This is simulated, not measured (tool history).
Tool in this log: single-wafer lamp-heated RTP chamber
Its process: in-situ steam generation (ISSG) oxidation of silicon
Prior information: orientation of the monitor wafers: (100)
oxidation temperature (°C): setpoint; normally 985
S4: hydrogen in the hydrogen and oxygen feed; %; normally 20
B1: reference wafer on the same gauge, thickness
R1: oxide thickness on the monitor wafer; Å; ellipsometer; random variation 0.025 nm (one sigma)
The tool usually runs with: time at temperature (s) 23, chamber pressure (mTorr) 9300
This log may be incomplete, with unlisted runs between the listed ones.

Run 1, hour 0.0: usual settings; B1 4.909. Result: R1 50.64 Å.
Run 2, hour 104.1: usual settings; B1 4.909. Result: R1 50.64 Å.
Run 3, hour 146.8: usual settings; B1 4.905. Result: R1 50.58 Å.
Run 4, hour 217.7: usual settings; B1 4.906. Result: R1 50.46 Å.
At hour 229.2: pyrometer window cleaned and pyrometer calibrated.
Run 5, hour 260.6: usual settings; B1 4.912. Result: R1 51.43 Å.
Run 6, hour 358.3: usual settings; B1 4.903. Result: R1 50.97 Å.
Run 7, hour 395.9: usual settings; B1 4.910. Result: R1 50.77 Å.
Run 8, hour 455.2: usual settings; B1 4.907. Result: R1 51.24 Å.
At hour 502.2: gauge calibrated.
Run 9, hour 502.5: usual settings; B1 4.789. Result: R1 49.72 Å.
Run 10, hour 574.7: usual settings; B1 4.796. Result: R1 49.84 Å.
Run 11, hour 628.8: usual settings; B1 4.794. Result: R1 49.76 Å.
Run 12, hour 700.0: usual settings but oxidation temperature (°C) 1003, time at temperature (s) 16, chamber pressure (mTorr) 8800, S4 27 %; B1 4.806. Result: R1 48.96 Å.
Run 13, hour 761.0: usual settings but time at temperature (s) 19, chamber pressure (mTorr) 8400, S4 29 %; B1 4.809. Result: R1 50.95 Å.
At hour 793.7: pyrometer window cleaned and pyrometer calibrated.
Run 14, hour 825.3: usual settings; B1 4.817. Result: R1 49.99 Å.
Run 15, hour 874.5: usual settings but oxidation temperature (°C) 966, time at temperature (s) 18; B1 4.816. Result: R1 41.62 Å.
Run 16, hour 929.1: usual settings; B1 4.820. Result: R1 49.94 Å.
Run 17, hour 1003.3: usual settings but oxidation temperature (°C) 999; B1 4.828. Result: R1 52.53 Å.
At hour 1198.9: hydrogen flow controller replaced.
Run 18, hour 1290.1: usual settings but chamber pressure (mTorr) 8500; B1 4.843. Result: R1 50.56 Å.
Run 19, hour 1373.9: usual settings but oxidation temperature (°C) 973; B1 4.850. Result: R1 48.16 Å.
At hour 1392.4: pyrometer window cleaned and pyrometer calibrated.
Run 20, hour 1437.9: usual settings but chamber pressure (mTorr) 10200, S4 13 %; B1 4.856. Result: R1 45.69 Å.
Run 21, hour 1488.6: usual settings but oxidation temperature (°C) 1002, chamber pressure (mTorr) 8200; B1 4.860. Result: R1 54.73 Å.
Run 22, hour 1589.2: usual settings; B1 4.862. Result: R1 50.13 Å.
Run 23, hour 1633.9: usual settings but time at temperature (s) 26, chamber pressure (mTorr) 9800; B1 4.859. Result: R1 53.02 Å.
Run 24, hour 1700.6: usual settings but time at temperature (s) 31; B1 4.864. Result: R1 58.33 Å.
At hour 1713.1: pressure gauge zeroed.
Run 25, hour 1788.6: usual settings but time at temperature (s) 18, S4 17 %; B1 4.871. Result: R1 43.60 Å.
Run 26, hour 1842.8: usual settings; B1 4.871. Result: R1 50.52 Å.
Run 27, hour 1917.0: usual settings but oxidation temperature (°C) 1002, time at temperature (s) 29, chamber pressure (mTorr) 9800, S4 30 %; B1 4.875. Result: R1 65.44 Å.
At hour 1966.3: pyrometer window cleaned and pyrometer calibrated.
Run 28, hour 1985.5: usual settings but oxidation temperature (°C) 979, time at temperature (s) 17, chamber pressure (mTorr) 9900, S4 30 %; B1 4.874. Result: R1 46.57 Å.
Run 29, hour 2086.9: usual settings but oxidation temperature (°C) 974, time at temperature (s) 15, chamber pressure (mTorr) 10200, S4 12 %; B1 4.877. Result: R1 35.67 Å.
Run 30, hour 2160.0: usual settings but oxidation temperature (°C) 1004, chamber pressure (mTorr) 10200, S4 24 %; B1 4.884. Result: R1 55.62 Å.
Run 31, hour 2235.7: usual settings; B1 4.888. Result: R1 50.33 Å.
Run 32, hour 2332.8: usual settings but oxidation temperature (°C) 991, time at temperature (s) 32, chamber pressure (mTorr) 10000, S4 17 %; B1 4.880. Result: R1 57.91 Å.

Branching from run 32: 3 alternative next runs. What would each branch give?
Run A, hour 2333.2: usual settings but oxidation temperature (°C) 968; B1 ?. Result: R1 ?.
Run B, hour 2333.2: usual settings but oxidation temperature (°C) 976, S4 13 %; B1 ?. Result: R1 ?.
Run C, hour 2333.2: usual settings but oxidation temperature (°C) 990; B1 ?. Result: R1 ?.

run     B1     R1
  A  4.886  47.02
  B  4.886  44.25
  C  4.886  51.03
Without the tool's hidden state the same runs would have given:
run     R1
  A  45.90
  B  43.20
  C  49.82

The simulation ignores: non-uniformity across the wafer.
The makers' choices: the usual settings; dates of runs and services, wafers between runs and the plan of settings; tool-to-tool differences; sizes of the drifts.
